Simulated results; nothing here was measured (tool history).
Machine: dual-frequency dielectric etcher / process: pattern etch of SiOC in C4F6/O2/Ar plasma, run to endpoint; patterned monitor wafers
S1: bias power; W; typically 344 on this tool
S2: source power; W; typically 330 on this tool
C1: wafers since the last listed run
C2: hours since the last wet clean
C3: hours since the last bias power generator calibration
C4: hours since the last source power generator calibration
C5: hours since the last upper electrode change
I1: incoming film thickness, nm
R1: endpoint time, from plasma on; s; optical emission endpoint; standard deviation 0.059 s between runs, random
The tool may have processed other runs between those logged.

run	hour	S1	S2	C1	C2	C3	C4	C5	I1	R1
1	0	344	330	0	537	1353.1	2196	4859.4	34.11	14.3
# hour 8.5: wet clean of the chamber
2	27.4	344	330	400	18.9	1380.5	2223.4	4886.8	34.55	14.8
3	59.4	344	330	679	50.9	1412.5	2255.4	4918.8	34.02	14.5
4	77.9	370	370	392	69.4	1431	2273.9	4937.3	34.04	13.5
5	113.5	370	370	755	105	1466.6	2309.5	4972.9	34.16	13.6
6	140.4	344	330	571	131.9	1493.5	2336.4	4999.8	34.16	14.5
7	175.5	344	330	745	167	1528.6	2371.5	5034.9	34.48	14.7
8	201.4	284	350	549	192.9	1554.5	2397.4	5060.8	34.31	14.6
9	227.2	284	350	547	218.7	1580.3	2423.2	5086.6	34.23	14.6
10	286.4	344	330	1256	277.9	1639.5	2482.4	5145.8	34	14.3
# hour 292.4: source power generator calibrated
11	319.9	344	350	626	311.4	1673	27.5	5179.3	34.26	14
12	352.6	344	350	694	344.1	1705.7	60.2	5212	34.36	13.9
13	365.4	344	370	271	356.9	1718.5	73	5224.8	34.2	13.6
14	382.1	344	370	354	373.6	1735.2	89.7	5241.5	33.8	13.4
15	400.3	344	270	386	391.8	1753.4	107.9	5259.7	33.98	15.8
16	416	344	330	333	407.5	1769.1	123.6	5275.4	34.67	14.5
17	436.6	424	310	437	428.1	1789.7	144.2	5296	34.18	14.1
# hour 478.6: bias power generator calibrated
# hour 482.3: wet clean of the chamber
18	482.8	281	410	817	0.5	4.2	190.4	5342.2	33.92	13.6
19	502.8	344	370	424	20.5	24.2	210.4	5362.2	34.37	14
20	528.7	367	290	549	46.4	50.1	236.3	5388.1	34.59	15.6
# hour 553.5: upper electrode replaced
21	562.4	344	330	205	80.1	83.8	270	8.9	34.18	14.7
22	576.1	284	350	290	93.8	97.5	283.7	22.6	34.06	14.6
23	605.9	344	410	632	123.6	127.3	313.5	52.4	34.69	13.3
24	629	318	410	490	146.7	150.4	336.6	75.5	34.13	13.4
25	655	344	330	552	172.7	176.4	362.6	101.5	34.23	14.6
26	683.1	276	360	596	200.8	204.5	390.7	129.6	34.6	14.6
27	716.9	344	330	717	234.6	238.3	424.5	163.4	34.29	14.6
28	748.4	344	280	668	266.1	269.8	456	194.9	34.03	15.8
29	771.8	292	370	496	289.5	293.2	479.4	218.3	34.41	14.2
30	787.4	311	410	331	305.1	308.8	495	233.9	34.08	13.3
31	812.3	382	370	528	330	333.7	519.9	258.8	34.3	13.3
32	830.1	344	330	377	347.8	351.5	537.7	276.6	34.28	14.5

Here are 3 independent what-if runs from the current tool condition. What would each one return?
A	830.5	263	330	8	348.2	351.9	538.1	277	34.08	?
B	830.5	383	410	8	348.2	351.9	538.1	277	34.08	?
C	830.5	408	360	8	348.2	351.9	538.1	277	34.08	?

run	R1
A	15.1
B	12.6
C	13.2
The same runs, with their run-to-run variation unchanged, on a tool lacking any hidden condition would have given:
run	R1
A	15.4
B	12.9
C	13.5
